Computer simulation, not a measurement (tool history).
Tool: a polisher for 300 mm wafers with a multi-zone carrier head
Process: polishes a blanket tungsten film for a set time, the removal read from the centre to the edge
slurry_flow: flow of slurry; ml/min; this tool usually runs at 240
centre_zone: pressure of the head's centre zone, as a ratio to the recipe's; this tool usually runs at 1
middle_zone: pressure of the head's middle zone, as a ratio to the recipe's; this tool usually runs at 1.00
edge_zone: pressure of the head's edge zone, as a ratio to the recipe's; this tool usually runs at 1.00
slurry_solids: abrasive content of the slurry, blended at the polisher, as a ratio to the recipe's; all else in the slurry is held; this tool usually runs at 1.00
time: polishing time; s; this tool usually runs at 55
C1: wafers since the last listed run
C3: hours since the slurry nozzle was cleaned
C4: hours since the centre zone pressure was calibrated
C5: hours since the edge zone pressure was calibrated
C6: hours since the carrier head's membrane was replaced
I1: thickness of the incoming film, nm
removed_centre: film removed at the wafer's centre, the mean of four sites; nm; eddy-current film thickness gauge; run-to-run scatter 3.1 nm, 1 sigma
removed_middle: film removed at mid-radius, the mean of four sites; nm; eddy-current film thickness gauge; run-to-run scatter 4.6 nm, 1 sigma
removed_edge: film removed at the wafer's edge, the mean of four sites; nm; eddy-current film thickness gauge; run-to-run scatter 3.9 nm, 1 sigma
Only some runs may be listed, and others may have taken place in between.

{"run": 1, "day": 0.0, "slurry_flow": 240, "centre_zone": 1, "middle_zone": 1.08, "edge_zone": 0.96, "slurry_solids": 1.0, "time": 66, "C1": 0, "wafers polished on this pad": 3818, "C3": 616.3, "C4": 181.2, "C5": 546.4, "C6": 1005.0, "I1": 995.6, "removed_centre": 390.8, "removed_middle": 401.3, "removed_edge": 393.8}
{"run": 2, "day": 3.175, "slurry_flow": 240, "centre_zone": 1, "middle_zone": 1.0, "edge_zone": 0.92, "slurry_solids": 1.0, "time": 55, "C1": 554, "wafers polished on this pad": 4373, "C3": 692.5, "C4": 257.4, "C5": 622.6, "C6": 1081.2, "I1": 992.6, "removed_centre": 330.3, "removed_middle": 325.4, "removed_edge": 322.0}
{"day": 6.5, "done": "slurry nozzle cleaned"}
{"run": 3, "day": 6.521, "slurry_flow": 215, "centre_zone": 1, "middle_zone": 0.91, "edge_zone": 1.0, "slurry_solids": 1.25, "time": 71, "C1": 577, "wafers polished on this pad": 4950, "C3": 0.5, "C4": 337.7, "C5": 702.9, "C6": 1161.5, "I1": 989.4, "removed_centre": 430.4, "removed_middle": 382.3, "removed_edge": 446.3}
{"run": 4, "day": 10.317, "slurry_flow": 240, "centre_zone": 1, "middle_zone": 1.0, "edge_zone": 1.06, "slurry_solids": 1.0, "time": 37, "C1": 663, "wafers polished on this pad": 5614, "C3": 91.6, "C4": 428.8, "C5": 794.0, "C6": 1252.6, "I1": 997.1, "removed_centre": 221.0, "removed_middle": 217.5, "removed_edge": 231.5}
{"day": 11.692, "done": "carrier head's membrane replaced by a new one"}
{"day": 11.829, "done": "worn pad replaced by a new one"}
{"run": 5, "day": 12.708, "slurry_flow": 240, "centre_zone": 1, "middle_zone": 1.0, "edge_zone": 1.0, "slurry_solids": 1.2, "time": 55, "C1": 356, "wafers polished on this pad": 153, "C3": 149.0, "C4": 486.2, "C5": 851.4, "C6": 24.4, "I1": 997.5, "removed_centre": 340.2, "removed_middle": 330.6, "removed_edge": 336.2}
{"run": 6, "day": 17.046, "slurry_flow": 240, "centre_zone": 1, "middle_zone": 1.0, "edge_zone": 0.92, "slurry_solids": 1.0, "time": 55, "C1": 758, "wafers polished on this pad": 911, "C3": 253.1, "C4": 590.3, "C5": 955.5, "C6": 128.5, "I1": 1002.4, "removed_centre": 326.7, "removed_middle": 313.8, "removed_edge": 317.1}
{"run": 7, "day": 18.712, "slurry_flow": 315, "centre_zone": 1, "middle_zone": 1.0, "edge_zone": 1.0, "slurry_solids": 1.0, "time": 55, "C1": 291, "wafers polished on this pad": 1202, "C3": 293.1, "C4": 630.3, "C5": 995.5, "C6": 168.5, "I1": 1010.8, "removed_centre": 333.8, "removed_middle": 328.4, "removed_edge": 333.4}
{"run": 8, "day": 20.342, "slurry_flow": 240, "centre_zone": 1, "middle_zone": 0.92, "edge_zone": 1.0, "slurry_solids": 1.0, "time": 62, "C1": 284, "wafers polished on this pad": 1487, "C3": 332.2, "C4": 669.4, "C5": 1034.6, "C6": 207.6, "I1": 996.7, "removed_centre": 368.8, "removed_middle": 346.9, "removed_edge": 370.0}
{"day": 21.854, "done": "centre zone pressure recalibrated"}
{"run": 9, "day": 23.738, "slurry_flow": 240, "centre_zone": 1, "middle_zone": 0.95, "edge_zone": 1.0, "slurry_solids": 1.0, "time": 55, "C1": 578, "wafers polished on this pad": 2066, "C3": 413.7, "C4": 45.2, "C5": 1116.1, "C6": 289.1, "I1": 978.8, "removed_centre": 327.3, "removed_middle": 307.9, "removed_edge": 335.9}
{"run": 10, "day": 26.579, "slurry_flow": 240, "centre_zone": 1, "middle_zone": 1.09, "edge_zone": 0.9, "slurry_solids": 1.0, "time": 47, "C1": 496, "wafers polished on this pad": 2562, "C3": 481.9, "C4": 113.4, "C5": 1184.3, "C6": 357.3, "I1": 982.1, "removed_centre": 278.6, "removed_middle": 299.7, "removed_edge": 271.5}
{"run": 11, "day": 28.312, "slurry_flow": 240, "centre_zone": 1, "middle_zone": 1.0, "edge_zone": 1.0, "slurry_solids": 1.15, "time": 55, "C1": 302, "wafers polished on this pad": 2865, "C3": 523.5, "C4": 155.0, "C5": 1225.9, "C6": 398.9, "I1": 987.3, "removed_centre": 331.5, "removed_middle": 332.1, "removed_edge": 338.0}
{"day": 28.738, "done": "edge zone pressure recalibrated"}
{"run": 12, "day": 30.879, "slurry_flow": 240, "centre_zone": 1, "middle_zone": 1.0, "edge_zone": 1.0, "slurry_solids": 1.3, "time": 55, "C1": 434, "wafers polished on this pad": 3299, "C3": 585.1, "C4": 216.6, "C5": 51.4, "C6": 460.5, "I1": 1001.9, "removed_centre": 334.9, "removed_middle": 333.1, "removed_edge": 341.4}
{"run": 13, "day": 32.488, "slurry_flow": 240, "centre_zone": 1, "middle_zone": 1.0, "edge_zone": 1.11, "slurry_solids": 1.0, "time": 55, "C1": 281, "wafers polished on this pad": 3581, "C3": 623.7, "C4": 255.2, "C5": 90.0, "C6": 499.1, "I1": 1001.3, "removed_centre": 323.1, "removed_middle": 321.4, "removed_edge": 349.4}
{"run": 14, "day": 36.112, "slurry_flow": 240, "centre_zone": 1, "middle_zone": 1.0, "edge_zone": 1.0, "slurry_solids": 1.0, "time": 55, "C1": 633, "wafers polished on this pad": 4214, "C3": 710.7, "C4": 342.2, "C5": 177.0, "C6": 586.1, "I1": 998.2, "removed_centre": 324.7, "removed_middle": 324.5, "removed_edge": 333.4}
{"day": 37.0, "done": "worn pad replaced by a new one"}
{"day": 38.258, "done": "slurry nozzle cleaned"}
{"run": 15, "day": 39.067, "slurry_flow": 265, "centre_zone": 1, "middle_zone": 1.0, "edge_zone": 1.0, "slurry_solids": 1.0, "time": 49, "C1": 479, "wafers polished on this pad": 353, "C3": 19.4, "C4": 413.1, "C5": 247.9, "C6": 657.0, "I1": 1000.1, "removed_centre": 295.8, "removed_middle": 291.5, "removed_edge": 295.2}
{"run": 16, "day": 42.646, "slurry_flow": 240, "centre_zone": 1, "middle_zone": 1.0, "edge_zone": 1.0, "slurry_solids": 1.0, "time": 55, "C1": 625, "wafers polished on this pad": 979, "C3": 105.3, "C4": 499.0, "C5": 333.8, "C6": 742.9, "I1": 1022.4, "removed_centre": 330.0, "removed_middle": 318.8, "removed_edge": 328.4}
{"run": 17, "day": 44.517, "slurry_flow": 240, "centre_zone": 1, "middle_zone": 0.92, "edge_zone": 1.0, "slurry_solids": 1.2, "time": 55, "C1": 326, "wafers polished on this pad": 1306, "C3": 150.2, "C4": 543.9, "C5": 378.7, "C6": 787.8, "I1": 1016.7, "removed_centre": 334.3, "removed_middle": 304.2, "removed_edge": 336.1}
{"day": 48.492, "done": "centre zone pressure recalibrated"}
{"run": 18, "day": 49.288, "slurry_flow": 240, "centre_zone": 1, "middle_zone": 1.0, "edge_zone": 1.0, "slurry_solids": 0.85, "time": 55, "C1": 819, "wafers polished on this pad": 2125, "C3": 264.7, "C4": 19.1, "C5": 493.2, "C6": 902.3, "I1": 983.6, "removed_centre": 313.2, "removed_middle": 318.9, "removed_edge": 314.8}
{"run": 19, "day": 51.608, "slurry_flow": 240, "centre_zone": 1, "middle_zone": 1.0, "edge_zone": 1.0, "slurry_solids": 1.0, "time": 55, "C1": 405, "wafers polished on this pad": 2531, "C3": 320.4, "C4": 74.8, "C5": 548.9, "C6": 958.0, "I1": 985.1, "removed_centre": 327.0, "removed_middle": 320.6, "removed_edge": 325.2}
{"run": 20, "day": 54.021, "slurry_flow": 240, "centre_zone": 1, "middle_zone": 1.0, "edge_zone": 1.0, "slurry_solids": 1.0, "time": 41, "C1": 421, "wafers polished on this pad": 2952, "C3": 378.3, "C4": 132.7, "C5": 606.8, "C6": 1015.9, "I1": 1003.3, "removed_centre": 244.6, "removed_middle": 245.6, "removed_edge": 245.4}

Consider 5 possible next runs. They are alternatives, not a sequence: every one starts from the tool as it was left by run 20. What does each give?
{"run": "A", "day": 54.038, "slurry_flow": 220, "centre_zone": 1, "middle_zone": 1.0, "edge_zone": 1.0, "slurry_solids": 1.0, "time": 55, "C1": 2, "wafers polished on this pad": 2955, "C3": 378.7, "C4": 133.1, "C5": 607.2, "C6": 1016.3, "I1": 1007.8, "removed_centre": "?", "removed_middle": "?", "removed_edge": "?"}
{"run": "B", "day": 54.038, "slurry_flow": 165, "centre_zone": 1, "middle_zone": 1.0, "edge_zone": 1.0, "slurry_solids": 1.0, "time": 55, "C1": 2, "wafers polished on this pad": 2955, "C3": 378.7, "C4": 133.1, "C5": 607.2, "C6": 1016.3, "I1": 1007.8, "removed_centre": "?", "removed_middle": "?", "removed_edge": "?"}
{"run": "C", "day": 54.038, "slurry_flow": 240, "centre_zone": 1, "middle_zone": 1.0, "edge_zone": 1.0, "slurry_solids": 1.0, "time": 36, "C1": 2, "wafers polished on this pad": 2955, "C3": 378.7, "C4": 133.1, "C5": 607.2, "C6": 1016.3, "I1": 1007.8, "removed_centre": "?", "removed_middle": "?", "removed_edge": "?"}
{"run": "D", "day": 54.038, "slurry_flow": 240, "centre_zone": 1, "middle_zone": 1.03, "edge_zone": 1.0, "slurry_solids": 1.0, "time": 39, "C1": 2, "wafers polished on this pad": 2955, "C3": 378.7, "C4": 133.1, "C5": 607.2, "C6": 1016.3, "I1": 1007.8, "removed_centre": "?", "removed_middle": "?", "removed_edge": "?"}
{"run": "E", "day": 54.038, "slurry_flow": 240, "centre_zone": 1, "middle_zone": 1.0, "edge_zone": 1.0, "slurry_solids": 1.0, "time": 39, "C1": 2, "wafers polished on this pad": 2955, "C3": 378.7, "C4": 133.1, "C5": 607.2, "C6": 1016.3, "I1": 1007.8, "removed_centre": "?", "removed_middle": "?", "removed_edge": "?"}

run=A removed_centre=321.6 removed_middle=311.4 removed_edge=319.5
run=B removed_centre=303.9 removed_middle=296.0 removed_edge=307.8
run=C removed_centre=213.4 removed_middle=206.3 removed_edge=211.0
run=D removed_centre=231.2 removed_middle=229.1 removed_edge=228.5
run=E removed_centre=231.2 removed_middle=223.5 removed_edge=228.6
Take away the tool's hidden state, keep each run's random variation, and the runs would have read:
run=A removed_centre=321.6 removed_middle=311.4 removed_edge=319.5
run=B removed_centre=303.9 removed_middle=296.0 removed_edge=307.8
run=C removed_centre=213.4 removed_middle=206.3 removed_edge=211.0
run=D removed_centre=231.2 removed_middle=229.1 removed_edge=228.5
run=E removed_centre=231.2 removed_middle=223.5 removed_edge=228.6
